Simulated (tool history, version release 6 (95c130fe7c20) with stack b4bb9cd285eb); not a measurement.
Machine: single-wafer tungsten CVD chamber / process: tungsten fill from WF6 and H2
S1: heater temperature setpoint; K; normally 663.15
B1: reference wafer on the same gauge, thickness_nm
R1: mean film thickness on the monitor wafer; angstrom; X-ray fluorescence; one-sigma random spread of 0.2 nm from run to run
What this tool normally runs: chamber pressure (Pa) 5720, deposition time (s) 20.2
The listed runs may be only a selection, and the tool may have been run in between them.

{"run": 1, "hour": 0.0, "S1": 670.15, "chamber pressure (Pa)": 5720, "deposition time (s)": 23.3, "B1": 47.261, "R1": 641.89}
{"run": 2, "hour": 56.7, "S1": 670.15, "chamber pressure (Pa)": 5720, "deposition time (s)": 23.3, "B1": 47.293, "R1": 641.58}
{"hour": 78.4, "done": "capacitance manometer re-zeroed and calibrated"}
{"run": 3, "hour": 89.0, "S1": 663.15, "chamber pressure (Pa)": 5720, "deposition time (s)": 20.2, "B1": 47.33, "R1": 493.79}
{"run": 4, "hour": 142.2, "S1": 663.15, "chamber pressure (Pa)": 5720, "deposition time (s)": 20.2, "B1": 47.32, "R1": 492.72}
{"run": 5, "hour": 173.0, "S1": 663.15, "chamber pressure (Pa)": 5720, "deposition time (s)": 20.2, "B1": 47.271, "R1": 494.39}
{"hour": 226.6, "done": "showerhead replaced"}
{"run": 6, "hour": 241.2, "S1": 663.15, "chamber pressure (Pa)": 5720, "deposition time (s)": 20.2, "B1": 47.372, "R1": 491.88}
{"run": 7, "hour": 277.0, "S1": 663.15, "chamber pressure (Pa)": 5720, "deposition time (s)": 20.2, "B1": 47.407, "R1": 492.95}
{"run": 8, "hour": 343.5, "S1": 663.15, "chamber pressure (Pa)": 5720, "deposition time (s)": 20.2, "B1": 47.267, "R1": 489.31}
{"hour": 366.6, "done": "thermocouple changed; heater temperature recalibrated"}
{"run": 9, "hour": 378.4, "S1": 671.15, "chamber pressure (Pa)": 6506, "deposition time (s)": 17.9, "B1": 47.283, "R1": 546.6}
{"run": 10, "hour": 435.3, "S1": 652.15, "chamber pressure (Pa)": 4906, "deposition time (s)": 21.8, "B1": 47.326, "R1": 416.53}
{"run": 11, "hour": 464.1, "S1": 675.15, "chamber pressure (Pa)": 5720, "deposition time (s)": 21.6, "B1": 47.314, "R1": 660.34}
{"run": 12, "hour": 536.0, "S1": 663.15, "chamber pressure (Pa)": 5720, "deposition time (s)": 20.2, "B1": 47.316, "R1": 508.84}
{"hour": 560.2, "done": "gauge calibrated"}
{"run": 13, "hour": 561.4, "S1": 670.15, "chamber pressure (Pa)": 4426, "deposition time (s)": 23.2, "B1": 47.24, "R1": 575.68}
{"run": 14, "hour": 624.4, "S1": 670.15, "chamber pressure (Pa)": 4386, "deposition time (s)": 20.2, "B1": 47.275, "R1": 496.52}
{"run": 15, "hour": 665.6, "S1": 650.15, "chamber pressure (Pa)": 4773, "deposition time (s)": 19.1, "B1": 47.326, "R1": 345.82}
{"run": 16, "hour": 736.5, "S1": 677.15, "chamber pressure (Pa)": 6626, "deposition time (s)": 20.2, "B1": 47.219, "R1": 672.62}
{"run": 17, "hour": 768.1, "S1": 663.15, "chamber pressure (Pa)": 5280, "deposition time (s)": 21.9, "B1": 47.273, "R1": 526.05}
{"run": 18, "hour": 823.3, "S1": 654.15, "chamber pressure (Pa)": 6439, "deposition time (s)": 20.2, "B1": 47.413, "R1": 452.3}
{"run": 19, "hour": 1005.9, "S1": 652.15, "chamber pressure (Pa)": 6213, "deposition time (s)": 16.9, "B1": 47.303, "R1": 358.24}
{"run": 20, "hour": 1034.3, "S1": 663.15, "chamber pressure (Pa)": 6813, "deposition time (s)": 20.2, "B1": 47.271, "R1": 541.94}
{"run": 21, "hour": 1075.2, "S1": 663.15, "chamber pressure (Pa)": 5720, "deposition time (s)": 20.2, "B1": 47.331, "R1": 495.22}
{"run": 22, "hour": 1127.3, "S1": 668.15, "chamber pressure (Pa)": 5720, "deposition time (s)": 16.6, "B1": 47.26, "R1": 443.6}
{"run": 23, "hour": 1154.8, "S1": 648.15, "chamber pressure (Pa)": 5320, "deposition time (s)": 24.1, "B1": 47.32, "R1": 436.65}
{"run": 24, "hour": 1198.3, "S1": 663.15, "chamber pressure (Pa)": 5720, "deposition time (s)": 20.2, "B1": 47.181, "R1": 494.01}
{"run": 25, "hour": 1244.9, "S1": 663.15, "chamber pressure (Pa)": 5360, "deposition time (s)": 20.2, "B1": 47.333, "R1": 477.24}
{"run": 26, "hour": 1304.0, "S1": 663.15, "chamber pressure (Pa)": 6906, "deposition time (s)": 20.2, "B1": 47.313, "R1": 538.61}
{"run": 27, "hour": 1332.1, "S1": 663.15, "chamber pressure (Pa)": 5333, "deposition time (s)": 22.4, "B1": 47.334, "R1": 531.05}
{"run": 28, "hour": 1369.8, "S1": 663.15, "chamber pressure (Pa)": 5720, "deposition time (s)": 20.2, "B1": 47.321, "R1": 491.53}
{"run": 29, "hour": 1437.9, "S1": 655.15, "chamber pressure (Pa)": 5026, "deposition time (s)": 23.9, "B1": 47.327, "R1": 475.45}
{"hour": 1468.6, "done": "thermocouple changed; heater temperature recalibrated"}
{"run": 30, "hour": 1498.4, "S1": 663.15, "chamber pressure (Pa)": 5720, "deposition time (s)": 17.6, "B1": 47.287, "R1": 439.67}
{"run": 31, "hour": 1551.3, "S1": 663.15, "chamber pressure (Pa)": 5720, "deposition time (s)": 20.2, "B1": 47.266, "R1": 510.93}
{"run": 32, "hour": 1597.4, "S1": 671.15, "chamber pressure (Pa)": 5720, "deposition time (s)": 23.3, "B1": 47.327, "R1": 666.84}
{"run": 33, "hour": 1641.4, "S1": 653.15, "chamber pressure (Pa)": 6613, "deposition time (s)": 20.2, "B1": 47.312, "R1": 454.26}

For some of the steps in R1 from one run to the next: how much would appear even if the tool had no hidden state, given the settings, what came in and random variation, and how much remains for the hidden state plus any gauge scatter that the measured result and the result without hidden state don't share?
What the log doesn't record here: wafer temperature above the value expected at the setpoint (K); true pressure above the setpoint (%); gauge reads high (%).
Run 8 -> 9: S1 663.15 -> 671.15, chamber pressure (Pa) 5720 -> 6506, deposition time (s) 20.2 -> 17.9, thermocouple changed; heater temperature recalibrated. R1 +57.29 angstrom: hidden state +16.56, all else +40.73.
Run 10 -> 11: S1 652.15 -> 675.15, chamber pressure (Pa) 4906 -> 5720, deposition time (s) 21.8 -> 21.6. R1 +243.81 angstrom: hidden state -1.71, all else +245.52.
Run 15 -> 16: S1 650.15 -> 677.15, chamber pressure (Pa) 4773 -> 6626, deposition time (s) 19.1 -> 20.2. R1 +326.80 angstrom: hidden state -4.65, all else +331.45.
Run 29 -> 30: S1 655.15 -> 663.15, chamber pressure (Pa) 5026 -> 5720, deposition time (s) 23.9 -> 17.6, thermocouple changed; heater temperature recalibrated. R1 -35.78 angstrom: hidden state +16.32, all else -52.10.
Run 32 -> 33: S1 671.15 -> 653.15, chamber pressure (Pa) 5720 -> 6613, deposition time (s) 23.3 -> 20.2. R1 -212.58 angstrom: hidden state +0.46, all else -213.04.
